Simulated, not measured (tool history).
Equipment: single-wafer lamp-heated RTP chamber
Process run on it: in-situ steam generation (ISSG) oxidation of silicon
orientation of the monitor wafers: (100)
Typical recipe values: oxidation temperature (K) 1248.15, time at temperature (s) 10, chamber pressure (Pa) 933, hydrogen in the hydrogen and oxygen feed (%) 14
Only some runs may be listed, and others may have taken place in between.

run    hour  oxidation temperature (K)  time at temperature (s)  chamber pressure (Pa)  hydrogen in the hydrogen and oxygen feed (%)  wafers since the last listed run  wafers since the last pyrometer calibration  hours since the pressure gauge was zeroed  hours since the hydrogen flow controller was replaced  hours since the gauge calibration  read-back reference wafer on the same gauge, thickness  oxide thickness on the monitor wafer (angstrom)
  1       0                    1248.15                       10                    933                                            14                                 0                                         4401                                       3939                                                   4183                             3000.5                                                   4.322                                            36.53
  2    86.7                    1248.15                       10                    933                                            14                               908                                         5309                                     4025.7                                                 4269.7                             3087.2                                                   4.325                                            36.59
  3     130                    1248.15                       10                    933                                            14                               453                                         5763                                       4069                                                   4313                             3130.5                                                    4.32                                            36.41
  4     210                    1248.15                       10                    933                                            14                               838                                         6601                                       4149                                                   4393                             3210.5                                                   4.321                                            36.21
  5   248.2                    1248.15                       10                    933                                            14                               400                                         7001                                     4187.2                                                 4431.2                             3248.7                                                   4.323                                            36.64
  6   295.8                    1248.15                       10                   1080                                            14                               498                                         7500                                     4234.8                                                 4478.8                             3296.3                                                   4.314                                            36.65
  7   366.7                    1248.15                       10                   1080                                            14                               742                                         8242                                     4305.7                                                 4549.7                             3367.2                                                   4.322                                            36.51
      429.1  -- pyrometer window cleaned and pyrometer calibrated
  8   466.1                    1248.15                       10                   1080                                            14                               957                                          387                                     4405.1                                                 4649.1                             3466.6                                                   4.314                                            36.76
  9   502.8                    1233.15                        8                    933                                            14                               384                                          772                                     4441.8                                                 4685.8                             3503.3                                                   4.314                                            32.43
 10   547.8                    1233.15                        8                    933                                            14                               471                                         1243                                     4486.8                                                 4730.8                             3548.3                                                   4.322                                            32.18
 11   627.6                    1248.15                       13                   1107                                            21                               835                                         2079                                     4566.6                                                 4810.6                             3628.1                                                    4.32                                            44.84
 12   666.8                    1254.15                        8                    933                                            14                               410                                         2490                                     4605.8                                                 4849.8                             3667.3                                                   4.325                                            33.85
        676  -- gauge calibrated
 13   734.5                    1253.15                       11                   1040                                            11                               709                                         3199                                     4673.5                                                 4917.5                               58.5                                                   4.315                                            36.43
 14   826.4                    1248.15                       10                    933                                            14                               962                                         4161                                     4765.4                                                 5009.4                              150.4                                                   4.319                                             36.7
 15   896.6                    1248.15                       10                    933                                            11                               735                                         4897                                     4835.6                                                 5079.6                              220.6                                                   4.318                                            34.33
      934.8  -- pressure gauge zeroed
 16   952.6                    1248.15                       12                    933                                            14                               502                                         5400                                       17.8                                                 5135.6                              276.6                                                   4.326                                            39.07
 17  1044.1                    1248.15                        8                    933                                            14                               958                                         6358                                      109.3                                                 5227.1                              368.1                                                   4.322                                            33.72
 18    1126                    1248.15                       10                    933                                            14                               857                                         7216                                      191.2                                                   5309                                450                                                   4.331                                             36.6
     1173.5  -- pyrometer window cleaned and pyrometer calibrated
 19  1216.7                    1248.15                       10                    933                                            14                               866                                          452                                      281.9                                                 5399.7                              540.7                                                   4.319                                             36.6
 20  1299.3                    1248.15                       10                    933                                            14                               865                                         1318                                      364.5                                                 5482.3                              623.3                                                   4.319                                             36.6
 21  1349.7                    1243.15                       10                    933                                            11                               527                                         1846                                      414.9                                                 5532.7                              673.7                                                   4.321                                            33.91
 22  1454.2                    1230.15                       13                    920                                            11                              1094                                         2940                                      519.4                                                 5637.2                              778.2                                                   4.314                                            36.49
 23  1506.5                    1260.15                        8                    920                                            11                               547                                         3488                                      571.7                                                 5689.5                              830.5                                                   4.323                                            32.26
     1515.6  -- hydrogen flow controller replaced
 24  1566.2                    1231.15                        8                   1040                                            14                               541                                         4030                                      631.4                                                   50.6                              890.2                                                   4.319                                            32.48
 25    1654                    1248.15                       10                    920                                            18                               919                                         4949                                      719.2                                                  138.4                                978                                                   4.321                                            38.73
 26  1733.1                    1248.15                        6                    933                                            14                               828                                         5778                                      798.3                                                  217.5                             1057.1                                                   4.319                                            29.94
 27  1831.8                    1248.15                       10                    933                                            14                              1033                                         6812                                        897                                                  316.2                             1155.8                                                   4.317                                            36.61
 28  1967.6                    1248.15                       11                    933                                            14                              1422                                         8234                                     1032.8                                                    452                             1291.6                                                   4.321                                            37.77
     2025.5  -- pyrometer window cleaned and pyrometer calibrated
 29    2026                    1242.15                        8                    933                                            14                               527                                            4                                     1091.2                                                  510.4                               1350                                                   4.319                                            32.73
 30  2074.4                    1256.15                       10                    933                                            14                               506                                          511                                     1139.6                                                  558.8                             1398.4                                                   4.316                                            37.52
 31  2160.8                    1248.15                       10                    933                                            14                               905                                         1416                                       1226                                                  645.2                             1484.8                                                   4.323                                            36.22
 32    2266                    1248.15                       10                    933                                            14                              1101                                         2518                                     1331.2                                                  750.4                               1590                                                   4.317                                            36.43

Take each entry between the runs: how does the hidden state at the last listed run before it differ from the hidden state at the first listed run after it?
Logged between run 7 and run 8: pyrometer window cleaned and pyrometer calibrated (hour 429.1)
  both runs share identical hidden conditions
Logged between run 12 and run 13: gauge calibrated (hour 676)
  both runs share identical hidden conditions
Logged between run 15 and run 16: pressure gauge zeroed (hour 934.8)
  both runs share identical hidden conditions
Logged between run 18 and run 19: pyrometer window cleaned and pyrometer calibrated (hour 1173.5)
  both runs share identical hidden conditions
Logged between run 23 and run 24: hydrogen flow controller replaced (hour 1515.6)
  both runs share identical hidden conditions
Logged between run 28 and run 29: pyrometer window cleaned and pyrometer calibrated (hour 2025.5)
  both runs share identical hidden conditions

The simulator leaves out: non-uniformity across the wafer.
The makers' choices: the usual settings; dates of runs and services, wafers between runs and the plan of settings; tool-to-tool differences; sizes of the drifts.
